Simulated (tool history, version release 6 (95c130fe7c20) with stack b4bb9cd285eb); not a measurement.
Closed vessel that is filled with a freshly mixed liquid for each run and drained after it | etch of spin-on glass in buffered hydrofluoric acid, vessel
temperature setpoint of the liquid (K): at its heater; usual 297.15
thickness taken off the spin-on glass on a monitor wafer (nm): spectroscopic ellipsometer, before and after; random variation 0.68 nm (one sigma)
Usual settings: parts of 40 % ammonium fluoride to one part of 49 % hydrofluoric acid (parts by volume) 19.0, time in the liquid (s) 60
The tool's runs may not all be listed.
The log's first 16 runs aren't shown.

run	hour	temperature setpoint of the liquid (K)	parts of 40 % ammonium fluoride to one part of 49 % hydrofluoric acid (parts by volume)	time in the liquid (s)	wafers since the last listed run	hours since the thermometer was replaced	hours since the hydrofluoric acid flow meter was replaced	hours since the gauge calibration	read-back film thickness of the spin-on glass reference wafer, read on the same gauge (nm)	thickness taken off the spin-on glass on a monitor wafer (nm)
17	189.8	300.15	17.0	40	1197	108.0	572.9	479.7	69.99	140.10
18	204.5	299.15	26.5	60	2121	122.7	587.6	494.4	70.01	139.96
19	217.6	299.15	11.5	45	1890	135.8	600.7	507.5	69.99	220.49
20	223.6	297.15	26.5	35	865	141.8	606.7	513.5	70.03	73.83
# hour 231.4: gauge calibrated
21	237.8	301.15	25.5	70	2049	156.0	620.9	6.4	69.99	189.03
# hour 239.2: hydrofluoric acid flow meter replaced
22	250.9	295.65	24.0	70	1745	169.1	11.7	19.5	69.99	143.97
23	262.6	297.15	19.0	60	1688	180.8	23.4	31.2	70.03	161.99
24	280.2	297.15	16.5	30	2539	198.4	41.0	48.8	70.01	92.29
25	291.7	297.15	15.0	60	1659	209.9	52.5	60.3	70.02	202.61
26	307.2	299.15	19.0	75	2236	225.4	68.0	75.8	70.01	224.51
27	323.5	297.15	19.0	60	2352	241.7	84.3	92.1	70.00	161.10
28	338.3	301.65	15.5	95	2135	256.5	99.1	106.9	70.02	396.32
29	350.4	297.15	19.0	60	1745	268.6	111.2	119.0	70.00	160.35
30	363.5	298.65	16.5	80	1890	281.7	124.3	132.1	70.03	265.35
31	396.1	297.15	19.0	60	4704	314.3	156.9	164.7	69.99	160.60
32	405.4	294.15	24.0	50	1341	323.6	166.2	174.0	69.98	95.63
33	416.4	297.15	19.0	55	1587	334.6	177.2	185.0	69.98	147.34
34	423.6	297.15	16.0	60	1038	341.8	184.4	192.2	70.02	189.79

3 ways to go on from here, each from the tool as it stands after run 34. What would each give?
A	424.3	297.15	19.0	60	101	342.5	185.1	192.9	?	?
B	424.3	293.65	14.0	60	101	342.5	185.1	192.9	?	?
C	424.3	297.15	21.5	85	101	342.5	185.1	192.9	?	?

run	read-back film thickness of the spin-on glass reference wafer, read on the same gauge (nm)	thickness taken off the spin-on glass on a monitor wafer (nm)
A	70.00	161.85
B	70.00	180.16
C	70.00	207.40
Without the tool's hidden state the same runs would have given:
run	thickness taken off the spin-on glass on a monitor wafer (nm)
A	161.85
B	180.16
C	207.40
